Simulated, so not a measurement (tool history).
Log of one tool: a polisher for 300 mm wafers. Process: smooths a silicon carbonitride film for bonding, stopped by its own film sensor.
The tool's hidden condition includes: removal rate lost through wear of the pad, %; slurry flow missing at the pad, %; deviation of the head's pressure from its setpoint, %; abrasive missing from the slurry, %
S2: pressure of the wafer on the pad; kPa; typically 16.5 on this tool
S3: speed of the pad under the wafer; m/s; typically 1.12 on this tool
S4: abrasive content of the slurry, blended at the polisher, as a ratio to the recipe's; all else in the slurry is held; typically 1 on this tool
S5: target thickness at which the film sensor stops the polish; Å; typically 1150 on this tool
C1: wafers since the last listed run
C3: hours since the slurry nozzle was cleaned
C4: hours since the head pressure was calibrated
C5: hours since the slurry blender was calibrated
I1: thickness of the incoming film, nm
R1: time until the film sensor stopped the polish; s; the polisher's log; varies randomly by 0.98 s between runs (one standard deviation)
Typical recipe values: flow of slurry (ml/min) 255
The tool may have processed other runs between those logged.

{"run": 1, "day": 0.0, "flow of slurry (ml/min)": 255, "S2": 16.5, "S3": 1.12, "S4": 1, "S5": 1110, "C1": 0, "wafers polished on this pad": 668, "C3": 939.5, "C4": 364.3, "C5": 340.1, "I1": 140.9, "R1": 89}
{"day": 1.604, "done": "slurry nozzle cleaned"}
{"run": 2, "day": 2.325, "flow of slurry (ml/min)": 255, "S2": 16.5, "S3": 1.12, "S4": 1, "S5": 1110, "C1": 348, "wafers polished on this pad": 1016, "C3": 17.3, "C4": 420.1, "C5": 395.9, "I1": 142.2, "R1": 93.7}
{"day": 3.979, "done": "slurry blender recalibrated"}
{"run": 3, "day": 4.842, "flow of slurry (ml/min)": 255, "S2": 16.5, "S3": 1.12, "S4": 1.15, "S5": 1150, "C1": 371, "wafers polished on this pad": 1388, "C3": 77.7, "C4": 480.5, "C5": 20.7, "I1": 137.3, "R1": 63.4}
{"run": 4, "day": 6.85, "flow of slurry (ml/min)": 255, "S2": 16.5, "S3": 1.12, "S4": 1.15, "S5": 1150, "C1": 306, "wafers polished on this pad": 1695, "C3": 125.9, "C4": 528.7, "C5": 68.9, "I1": 139.4, "R1": 71}
{"day": 6.954, "done": "head pressure recalibrated"}
{"run": 5, "day": 8.662, "flow of slurry (ml/min)": 255, "S2": 16.5, "S3": 1.12, "S4": 1.15, "S5": 1150, "C1": 264, "wafers polished on this pad": 1959, "C3": 169.4, "C4": 41, "C5": 112.4, "I1": 138.2, "R1": 59.7}
{"run": 6, "day": 10.104, "flow of slurry (ml/min)": 255, "S2": 16.5, "S3": 0.74, "S4": 0.8, "S5": 1080, "C1": 220, "wafers polished on this pad": 2179, "C3": 204, "C4": 75.6, "C5": 147, "I1": 138.7, "R1": 134.9}
{"run": 7, "day": 11.842, "flow of slurry (ml/min)": 255, "S2": 16.5, "S3": 1.12, "S4": 1.25, "S5": 1120, "C1": 265, "wafers polished on this pad": 2444, "C3": 245.7, "C4": 117.3, "C5": 188.7, "I1": 138.2, "R1": 69}
{"run": 8, "day": 14.338, "flow of slurry (ml/min)": 255, "S2": 16.5, "S3": 1.12, "S4": 1, "S5": 1150, "C1": 381, "wafers polished on this pad": 2826, "C3": 305.6, "C4": 177.2, "C5": 248.6, "I1": 139, "R1": 71}
{"day": 14.775, "done": "worn pad replaced by a new one"}
{"run": 9, "day": 17.179, "flow of slurry (ml/min)": 255, "S2": 16.5, "S3": 0.94, "S4": 1.15, "S5": 1060, "C1": 408, "wafers polished on this pad": 367, "C3": 373.8, "C4": 245.4, "C5": 316.8, "I1": 137.1, "R1": 101.6}
{"run": 10, "day": 19.408, "flow of slurry (ml/min)": 205, "S2": 11.7, "S3": 1.24, "S4": 1, "S5": 1150, "C1": 340, "wafers polished on this pad": 707, "C3": 427.3, "C4": 298.9, "C5": 370.3, "I1": 140.3, "R1": 102.1}
{"run": 11, "day": 20.821, "flow of slurry (ml/min)": 255, "S2": 22.1, "S3": 0.92, "S4": 1, "S5": 1080, "C1": 215, "wafers polished on this pad": 923, "C3": 461.2, "C4": 332.8, "C5": 404.2, "I1": 139.5, "R1": 83.6}
{"day": 22.329, "done": "slurry blender recalibrated"}
{"run": 12, "day": 23.704, "flow of slurry (ml/min)": 255, "S2": 16.5, "S3": 1.12, "S4": 1, "S5": 1150, "C1": 427, "wafers polished on this pad": 1351, "C3": 530.4, "C4": 402, "C5": 33, "I1": 137.6, "R1": 69.3}
{"run": 13, "day": 25.258, "flow of slurry (ml/min)": 255, "S2": 16.5, "S3": 1.12, "S4": 1.2, "S5": 1200, "C1": 237, "wafers polished on this pad": 1588, "C3": 567.7, "C4": 439.3, "C5": 70.3, "I1": 140.1, "R1": 57.3}
{"day": 27.783, "done": "head pressure recalibrated"}
{"run": 14, "day": 28.129, "flow of slurry (ml/min)": 255, "S2": 16.5, "S3": 1.12, "S4": 1.25, "S5": 1150, "C1": 425, "wafers polished on this pad": 2014, "C3": 636.6, "C4": 8.3, "C5": 139.2, "I1": 140.8, "R1": 62.1}
{"run": 15, "day": 29.212, "flow of slurry (ml/min)": 255, "S2": 11, "S3": 1.48, "S4": 1, "S5": 1110, "C1": 165, "wafers polished on this pad": 2179, "C3": 662.6, "C4": 34.3, "C5": 165.2, "I1": 138, "R1": 91.1}
{"run": 16, "day": 32.088, "flow of slurry (ml/min)": 185, "S2": 16.5, "S3": 1.12, "S4": 0.75, "S5": 1150, "C1": 439, "wafers polished on this pad": 2618, "C3": 731.6, "C4": 103.3, "C5": 234.2, "I1": 139.6, "R1": 87.4}
{"run": 17, "day": 33.288, "flow of slurry (ml/min)": 255, "S2": 16.5, "S3": 1.12, "S4": 0.9, "S5": 1150, "C1": 183, "wafers polished on this pad": 2802, "C3": 760.4, "C4": 132.1, "C5": 263, "I1": 140.7, "R1": 79.7}
{"day": 33.55, "done": "slurry nozzle cleaned"}
{"run": 18, "day": 34.571, "flow of slurry (ml/min)": 255, "S2": 16.5, "S3": 1.12, "S4": 1, "S5": 1150, "C1": 189, "wafers polished on this pad": 2991, "C3": 24.5, "C4": 162.9, "C5": 293.8, "I1": 139.5, "R1": 72}
{"day": 36.6, "done": "worn pad replaced by a new one"}
{"day": 40.008, "done": "slurry blender recalibrated"}
{"run": 19, "day": 41.671, "flow of slurry (ml/min)": 295, "S2": 15.2, "S3": 1.12, "S4": 1, "S5": 1070, "C1": 1046, "wafers polished on this pad": 761, "C3": 194.9, "C4": 333.3, "C5": 39.9, "I1": 140.7, "R1": 110.1}
{"run": 20, "day": 44.088, "flow of slurry (ml/min)": 185, "S2": 16.5, "S3": 1.12, "S4": 0.75, "S5": 1150, "C1": 369, "wafers polished on this pad": 1130, "C3": 252.9, "C4": 391.3, "C5": 97.9, "I1": 138.2, "R1": 89.2}
{"run": 21, "day": 46.4, "flow of slurry (ml/min)": 255, "S2": 16.5, "S3": 1.32, "S4": 1, "S5": 1150, "C1": 353, "wafers polished on this pad": 1484, "C3": 308.4, "C4": 446.8, "C5": 153.4, "I1": 139.8, "R1": 68.6}
{"day": 48.538, "done": "head pressure recalibrated"}
{"run": 22, "day": 48.796, "flow of slurry (ml/min)": 255, "S2": 16.5, "S3": 1.12, "S4": 1, "S5": 1150, "C1": 353, "wafers polished on this pad": 1837, "C3": 365.9, "C4": 6.2, "C5": 210.9, "I1": 139.8, "R1": 67}
{"run": 23, "day": 50.05, "flow of slurry (ml/min)": 255, "S2": 16.5, "S3": 1.26, "S4": 1, "S5": 1150, "C1": 191, "wafers polished on this pad": 2028, "C3": 396, "C4": 36.3, "C5": 241, "I1": 141.4, "R1": 65}
{"run": 24, "day": 52.888, "flow of slurry (ml/min)": 205, "S2": 16.5, "S3": 1.12, "S4": 1, "S5": 1150, "C1": 433, "wafers polished on this pad": 2462, "C3": 464.1, "C4": 104.4, "C5": 309.1, "I1": 143.1, "R1": 84.1}
{"run": 25, "day": 54.05, "flow of slurry (ml/min)": 255, "S2": 21.4, "S3": 1.12, "S4": 1, "S5": 1150, "C1": 177, "wafers polished on this pad": 2639, "C3": 492, "C4": 132.3, "C5": 337, "I1": 140.5, "R1": 57.6}
{"day": 56.738, "done": "worn pad replaced by a new one"}
{"run": 26, "day": 56.925, "flow of slurry (ml/min)": 255, "S2": 16.5, "S3": 1.12, "S4": 1.1, "S5": 1150, "C1": 413, "wafers polished on this pad": 28, "C3": 561, "C4": 201.3, "C5": 406, "I1": 139.8, "R1": 68.1}
{"run": 27, "day": 59.679, "flow of slurry (ml/min)": 255, "S2": 16.5, "S3": 1.28, "S4": 1.25, "S5": 1150, "C1": 420, "wafers polished on this pad": 449, "C3": 627.1, "C4": 267.4, "C5": 472.1, "I1": 140, "R1": 62.4}
{"run": 28, "day": 61.238, "flow of slurry (ml/min)": 255, "S2": 14.5, "S3": 1.12, "S4": 1, "S5": 1150, "C1": 238, "wafers polished on this pad": 687, "C3": 664.5, "C4": 304.8, "C5": 509.5, "I1": 139.4, "R1": 85.6}
{"day": 62.317, "done": "slurry blender recalibrated"}
{"run": 29, "day": 62.762, "flow of slurry (ml/min)": 255, "S2": 13.8, "S3": 1.12, "S4": 1, "S5": 1150, "C1": 220, "wafers polished on this pad": 907, "C3": 701.1, "C4": 341.4, "C5": 10.7, "I1": 138.4, "R1": 85.8}

Measured result minus the same run's result without the hidden state. Both carry the same run-to-run variation, though not necessarily the same gauge scatter:
run=1 R1=+10.4
run=2 R1=+11.4
run=3 R1=+7.9
run=4 R1=+9
run=5 R1=+2.7
run=6 R1=+8.6
run=7 R1=+5.7
run=8 R1=+7.1
run=9 R1=+11.7
run=10 R1=+12.6
run=11 R1=+10.6
run=12 R1=+9.2
run=13 R1=+7.7
run=14 R1=+1.3
run=15 R1=+3.5
run=16 R1=+6.4
run=17 R1=+6.7
run=18 R1=+6.8
run=19 R1=+13.7
run=20 R1=+11.5
run=21 R1=+9.1
run=22 R1=+1.4
run=23 R1=+2.7
run=24 R1=+6.3
run=25 R1=+4.9
run=26 R1=+7.2
run=27 R1=+7.3
run=28 R1=+10.5
run=29 R1=+10.9

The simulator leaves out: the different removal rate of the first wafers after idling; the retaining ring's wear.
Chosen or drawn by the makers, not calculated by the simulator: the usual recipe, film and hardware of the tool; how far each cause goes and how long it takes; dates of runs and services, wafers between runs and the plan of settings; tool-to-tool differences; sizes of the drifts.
